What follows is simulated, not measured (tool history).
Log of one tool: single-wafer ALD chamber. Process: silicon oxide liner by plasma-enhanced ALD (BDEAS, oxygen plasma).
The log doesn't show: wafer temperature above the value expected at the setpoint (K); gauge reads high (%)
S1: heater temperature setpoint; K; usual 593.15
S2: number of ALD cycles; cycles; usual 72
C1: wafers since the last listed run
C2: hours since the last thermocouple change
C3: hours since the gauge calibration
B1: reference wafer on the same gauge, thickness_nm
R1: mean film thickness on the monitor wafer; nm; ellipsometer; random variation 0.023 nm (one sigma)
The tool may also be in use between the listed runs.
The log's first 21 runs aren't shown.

run,day,S1,S2,C1,C2,C3,B1,R1
22,54,593.15,72,183,148.1,567.9,6.711,6.465
23,56.1,593.15,72,299,198.5,618.3,6.708,6.472
24,57.408,585.15,67,186,229.9,649.7,6.711,6.089
25,58.917,580.15,72,215,266.1,685.9,6.71,6.597
26,60.65,593.15,72,247,307.7,727.5,6.707,6.455
27,61.671,598.15,61,145,332.2,752,6.708,5.436
28,62.688,579.15,72,145,356.6,776.4,6.712,6.6
29,63.875,583.15,61,169,385.1,804.9,6.708,5.553
30,70.912,593.15,58,1004,554,973.8,6.711,5.217
31,73.467,593.15,72,364,615.3,1035.1,6.711,6.482
32,75.417,604.15,86,278,662.1,1081.9,6.713,7.586
33,76.662,593.15,84,177,692,1111.8,6.713,7.52
34,79.571,593.15,72,415,761.8,1181.6,6.716,6.441
35,82.096,593.15,82,360,822.4,1242.2,6.711,7.389
36,84.842,589.15,60,391,888.3,1308.1,6.709,5.434
37,93.404,587.15,82,1221,1093.8,1513.6,6.712,7.422
# day 93.808: gauge calibrated
38,94.612,593.15,83,172,1122.8,19.3,6.716,7.509
39,96.567,593.15,72,278,1169.7,66.2,6.71,6.488
40,99,593.15,72,347,1228.1,124.6,6.704,6.469

5 ways to go on from here, each from the tool as it stands after run 40. What would each give?
A,99.021,593.15,66,2,1228.6,125.1,?,?
B,99.021,581.15,72,2,1228.6,125.1,?,?
C,99.021,600.15,66,2,1228.6,125.1,?,?
D,99.021,580.15,63,2,1228.6,125.1,?,?
E,99.021,593.15,60,2,1228.6,125.1,?,?

run,B1,R1
A,6.711,5.89
B,6.711,6.523
C,6.711,5.838
D,6.711,5.715
E,6.711,5.355
Without the tool's hidden state the same runs would have given:
run,R1
A,5.89
B,6.523
C,5.838
D,5.715
E,5.355

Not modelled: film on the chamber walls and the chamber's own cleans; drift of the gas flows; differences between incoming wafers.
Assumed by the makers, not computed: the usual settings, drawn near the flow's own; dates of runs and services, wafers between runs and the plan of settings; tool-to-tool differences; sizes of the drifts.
